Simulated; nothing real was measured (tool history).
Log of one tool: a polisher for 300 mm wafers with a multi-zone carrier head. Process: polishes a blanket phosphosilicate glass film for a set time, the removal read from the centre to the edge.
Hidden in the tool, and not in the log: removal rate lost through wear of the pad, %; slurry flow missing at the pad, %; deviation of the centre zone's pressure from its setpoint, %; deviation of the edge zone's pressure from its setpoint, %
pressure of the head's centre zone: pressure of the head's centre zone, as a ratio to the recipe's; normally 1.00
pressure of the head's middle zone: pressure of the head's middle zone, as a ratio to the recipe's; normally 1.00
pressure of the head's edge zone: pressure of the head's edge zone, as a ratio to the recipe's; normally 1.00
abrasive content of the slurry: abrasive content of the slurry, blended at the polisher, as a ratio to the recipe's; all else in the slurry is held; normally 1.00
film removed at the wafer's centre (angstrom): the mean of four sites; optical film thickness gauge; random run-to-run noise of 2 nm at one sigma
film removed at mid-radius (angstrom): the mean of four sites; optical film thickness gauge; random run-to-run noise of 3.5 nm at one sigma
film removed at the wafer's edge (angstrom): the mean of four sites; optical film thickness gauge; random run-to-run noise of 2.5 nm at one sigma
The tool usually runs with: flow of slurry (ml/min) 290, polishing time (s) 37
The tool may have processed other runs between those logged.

run     day  flow of slurry (ml/min)  pressure of the head's centre zone  pressure of the head's middle zone  pressure of the head's edge zone  abrasive content of the slurry  polishing time (s)  wafers since the last listed run  wafers polished on this pad  hours since the slurry nozzle was cleaned  hours since the centre zone pressure was calibrated  hours since the edge zone pressure was calibrated  hours since the carrier head's membrane was replaced  incoming thickness of the incoming film, nm  film removed at the wafer's centre (angstrom)  film removed at mid-radius (angstrom)  film removed at the wafer's edge (angstrom)
  1   0.000                      290                                1.00                                1.00                              1.00                            1.10                  37                                 0                          829                                      131.4                                                289.2                                              250.6                                                1145.3                                       4677.6                                           2482                                   2449                                         2497
      1.342  -- worn pad replaced by a new one
  2   1.458                      290                                1.00                                1.00                              1.00                            1.10                  37                               243                           22                                      166.4                                                324.2                                              285.6                                                1180.3                                       4623.3                                           2473                                   2467                                         2423
  3   2.508                      290                                1.00                                1.00                              1.00                            1.10                  37                               198                          220                                      191.6                                                349.4                                              310.8                                                1205.5                                       4588.4                                           2461                                   2467                                         2439
  4   3.850                      290                                1.06                                1.00                              1.00                            1.00                  37                               253                          473                                      223.8                                                381.6                                              343.0                                                1237.7                                       4628.1                                           2477                                   2413                                         2382
  5   4.938                      290                                1.06                                1.00                              1.00                            1.00                  37                               205                          678                                      249.9                                                407.7                                              369.1                                                1263.8                                       4562.3                                           2472                                   2374                                         2307
  6   6.258                      290                                1.00                                1.00                              1.00                            1.15                  37                               249                          928                                      281.6                                                439.4                                              400.8                                                1295.5                                       4657.0                                           2495                                   2471                                         2478
      7.033  -- worn pad replaced by a new one
  7   7.154                      290                                1.00                                1.00                              1.00                            1.15                  37                               137                           22                                      303.1                                                460.9                                              422.3                                                1317.0                                       4587.1                                           2454                                   2433                                         2464
  8   8.354                      290                                1.10                                1.00                              1.00                            1.00                  37                               226                          249                                      331.9                                                489.7                                              451.1                                                1345.8                                       4727.0                                           2548                                   2315                                         2354
  9   9.492                      290                                1.00                                1.00                              1.00                            1.10                  37                               214                          464                                      359.2                                                517.0                                              478.4                                                1373.1                                       4646.0                                           2439                                   2445                                         2468
 10  10.350                      290                                1.00                                1.00                              1.00                            0.80                  37                               161                          626                                      379.8                                                537.6                                              499.0                                                1393.7                                       4668.9                                           2076                                   2079                                         2096
 11  11.654                      350                                1.00                                1.00                              0.88                            1.00                  37                               246                          872                                      411.1                                                568.9                                              530.3                                                1425.0                                       4588.3                                           2366                                   2347                                         2277
     12.358  -- edge zone pressure recalibrated
     12.517  -- carrier head's membrane replaced by a new one
 12  12.821                      290                                1.00                                1.00                              1.00                            1.00                  37                               174                         1047                                      439.1                                                596.9                                               11.1                                                   7.3                                       4579.3                                           2328                                   2331                                         2314
     13.304  -- worn pad replaced by a new one
     13.700  -- slurry nozzle cleaned
     14.092  -- centre zone pressure recalibrated
 13  16.058                      290                                1.00                                0.94                              1.00                            1.00                  27                               555                          496                                       56.6                                                 47.2                                               88.8                                                  85.0                                       4651.8                                           1726                                   1619                                         1712

Run 14 comes next. What will it give?
 14  17.271                      290                                1.05                                1.00                              1.00                            1.00                  37                               228                          724                                       85.7                                                 76.3                                              117.9                                                 114.1                                       4697.3                                              ?                                      ?                                            ?

film removed at the wafer's centre (angstrom): 2499
film removed at mid-radius (angstrom): 2335
film removed at the wafer's edge (angstrom): 2369
Had the tool carried no hidden state, the very same run would have given film removed at the wafer's centre (angstrom) 2558, film removed at mid-radius (angstrom) 2385, film removed at the wafer's edge (angstrom) 2407.

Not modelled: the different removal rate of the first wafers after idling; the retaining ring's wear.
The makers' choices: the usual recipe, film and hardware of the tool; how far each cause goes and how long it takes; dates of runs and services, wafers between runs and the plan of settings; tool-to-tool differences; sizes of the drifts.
